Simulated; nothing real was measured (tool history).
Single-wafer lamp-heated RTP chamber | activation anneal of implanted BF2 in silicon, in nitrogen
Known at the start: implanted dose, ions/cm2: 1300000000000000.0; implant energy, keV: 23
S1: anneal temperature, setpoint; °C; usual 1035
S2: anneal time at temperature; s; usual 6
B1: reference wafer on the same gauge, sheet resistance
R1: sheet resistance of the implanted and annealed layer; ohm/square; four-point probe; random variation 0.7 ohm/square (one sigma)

run,hour,S1,S2,B1,R1
1,0,1035,6,182.09,168.24
2,58.5,1035,5,181.91,173.08
# hour 132.1: pyrometer window cleaned and pyrometer calibrated
3,132.6,1035,5,182.02,172.89
4,160.9,1035,6,182.17,168.63
5,188.3,1035,6,182.03,168.49
# hour 225.2: reflector plate cleaned
6,225.7,1035,6,182.04,169.9
7,339.6,1035,6,181.93,168.3
8,406.1,1035,6,181.81,167.8
9,430.2,1035,6,182.04,168.32
10,545,1035,6,182.06,169.61
11,570.2,1035,6,182.03,168.71
12,599.9,1035,6,181.95,168.09
13,633.9,1017,8,181.87,181.2
# hour 669.4: reflector plate cleaned
14,677.7,1043,5,182.01,164.03
# hour 724.6: pyrometer window cleaned and pyrometer calibrated
15,725.1,1019,7,182.02,182.13
16,865.1,1007,4,182.07,206.26
17,892,1014,4,182.18,198.31
18,928.9,1022,8,181.97,175.6
19,976.4,1044,8,182.03,153.94
20,1027.2,1009,3,182.05,206.71
21,1073.6,1019,9,181.89,176.74
22,1102.2,1051,5,181.88,156.83
# hour 1114.5: reflector plate cleaned
23,1142.1,1055,7,181.97,147.84
24,1212.6,1058,3,182.02,161.37
# hour 1264.1: gauge calibrated
25,1283.2,1035,6,181.98,168.12
# hour 1311.2: pyrometer window cleaned and pyrometer calibrated
26,1332.1,1007,4,182.05,207.38
27,1431.6,1011,7,181.95,190.89
28,1493.9,1035,6,181.94,168.16
29,1529.7,1056,3,181.96,163.02
30,1579.1,1059,4,181.92,156.77
# hour 1626.2: reflector plate cleaned
31,1648.7,1044,3,182,174.14
32,1690.6,1013,6,182.01,193.03
33,1747.4,1035,3,181.79,181.95
34,1814.9,1014,3,182.08,201.79
# hour 1856.9: pyrometer window cleaned and pyrometer calibrated
35,1876.9,1035,6,181.95,167.12
36,1934.4,1035,6,182.02,168.4

Forecast each of these 5 alternatives for the next run:
A,1934.8,1035,4,?,?
B,1934.8,1051,3,?,?
C,1934.8,1064,9,?,?
D,1934.8,1064,8,?,?
E,1934.8,1048,9,?,?

run,B1,R1
A,182.06,177.54
B,182.06,168.2
C,182.06,137.62
D,182.06,139.79
E,182.06,149.29
Without the tool's hidden state the same runs would have given:
run,R1
A,177.54
B,168.2
C,137.62
D,139.79
E,149.29
